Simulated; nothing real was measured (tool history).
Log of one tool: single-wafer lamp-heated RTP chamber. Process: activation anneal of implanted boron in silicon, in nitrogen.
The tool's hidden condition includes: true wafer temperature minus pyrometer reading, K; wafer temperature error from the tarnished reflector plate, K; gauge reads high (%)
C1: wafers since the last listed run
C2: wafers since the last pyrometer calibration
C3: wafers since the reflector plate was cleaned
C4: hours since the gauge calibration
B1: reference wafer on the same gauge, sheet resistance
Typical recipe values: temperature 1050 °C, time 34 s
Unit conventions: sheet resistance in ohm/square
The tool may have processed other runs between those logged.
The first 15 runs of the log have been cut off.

{"hour": 506.5, "done": "reflector plate cleaned"}
{"run": 16, "hour": 524.9, "temperature": 1050, "time": 34, "C1": 165, "C2": 732, "C3": 147, "C4": 132.6, "B1": 94.99, "sheet resistance": 113.03}
{"run": 17, "hour": 545.1, "temperature": 1050, "time": 46, "C1": 162, "C2": 895, "C3": 309, "C4": 152.8, "B1": 94.97, "sheet resistance": 112.04}
{"run": 18, "hour": 558.3, "temperature": 1050, "time": 34, "C1": 106, "C2": 1001, "C3": 416, "C4": 166.0, "B1": 95.0, "sheet resistance": 113.39}
{"run": 19, "hour": 581.9, "temperature": 1030, "time": 15, "C1": 189, "C2": 1190, "C3": 605, "C4": 189.6, "B1": 95.05, "sheet resistance": 117.82}
{"run": 20, "hour": 611.7, "temperature": 1078, "time": 26, "C1": 239, "C2": 1430, "C3": 845, "C4": 219.4, "B1": 94.98, "sheet resistance": 112.59}
{"run": 21, "hour": 642.4, "temperature": 1050, "time": 28, "C1": 246, "C2": 1677, "C3": 1092, "C4": 250.1, "B1": 95.03, "sheet resistance": 113.52}
{"run": 22, "hour": 676.0, "temperature": 1076, "time": 34, "C1": 270, "C2": 1947, "C3": 1362, "C4": 283.7, "B1": 94.98, "sheet resistance": 111.8}
{"run": 23, "hour": 693.1, "temperature": 1078, "time": 17, "C1": 137, "C2": 2084, "C3": 1499, "C4": 300.8, "B1": 94.94, "sheet resistance": 113.21}
{"run": 24, "hour": 728.9, "temperature": 1050, "time": 29, "C1": 287, "C2": 2372, "C3": 1787, "C4": 336.6, "B1": 95.0, "sheet resistance": 113.25}
{"run": 25, "hour": 762.8, "temperature": 1029, "time": 24, "C1": 272, "C2": 2644, "C3": 2059, "C4": 370.5, "B1": 94.98, "sheet resistance": 116.15}
{"run": 26, "hour": 805.5, "temperature": 1050, "time": 34, "C1": 343, "C2": 2988, "C3": 2403, "C4": 413.2, "B1": 95.01, "sheet resistance": 112.52}
{"run": 27, "hour": 823.4, "temperature": 1050, "time": 34, "C1": 143, "C2": 3132, "C3": 2546, "C4": 431.1, "B1": 94.99, "sheet resistance": 112.65}
{"run": 28, "hour": 836.3, "temperature": 1050, "time": 29, "C1": 103, "C2": 3235, "C3": 2650, "C4": 444.0, "B1": 94.99, "sheet resistance": 113.14}
{"run": 29, "hour": 860.7, "temperature": 1050, "time": 53, "C1": 196, "C2": 3431, "C3": 2846, "C4": 468.4, "B1": 95.0, "sheet resistance": 111.3}
{"run": 30, "hour": 893.9, "temperature": 1050, "time": 42, "C1": 266, "C2": 3698, "C3": 3113, "C4": 501.6, "B1": 94.96, "sheet resistance": 111.88}
{"run": 31, "hour": 924.2, "temperature": 1065, "time": 44, "C1": 243, "C2": 3942, "C3": 3357, "C4": 531.9, "B1": 95.07, "sheet resistance": 111.22}

Each row is a separate what-if for the run after 31, all from the same tool condition, not one after another. Results?
{"run": "A", "hour": 924.6, "temperature": 1034, "time": 34, "C1": 3, "C2": 3945, "C3": 3360, "C4": 532.3, "B1": "?", "sheet resistance": "?"}
{"run": "B", "hour": 924.6, "temperature": 1050, "time": 15, "C1": 3, "C2": 3945, "C3": 3360, "C4": 532.3, "B1": "?", "sheet resistance": "?"}
{"run": "C", "hour": 924.6, "temperature": 1063, "time": 18, "C1": 3, "C2": 3945, "C3": 3360, "C4": 532.3, "B1": "?", "sheet resistance": "?"}

run=A B1=95.00 sheet_resistance=114.21
run=B B1=95.00 sheet_resistance=115.29
run=C B1=95.00 sheet_resistance=114.05
Stripped of hidden state, with their random variation kept, the same runs would have yielded:
run=A sheet_resistance=116.01
run=B sheet_resistance=116.40
run=C sheet_resistance=114.75

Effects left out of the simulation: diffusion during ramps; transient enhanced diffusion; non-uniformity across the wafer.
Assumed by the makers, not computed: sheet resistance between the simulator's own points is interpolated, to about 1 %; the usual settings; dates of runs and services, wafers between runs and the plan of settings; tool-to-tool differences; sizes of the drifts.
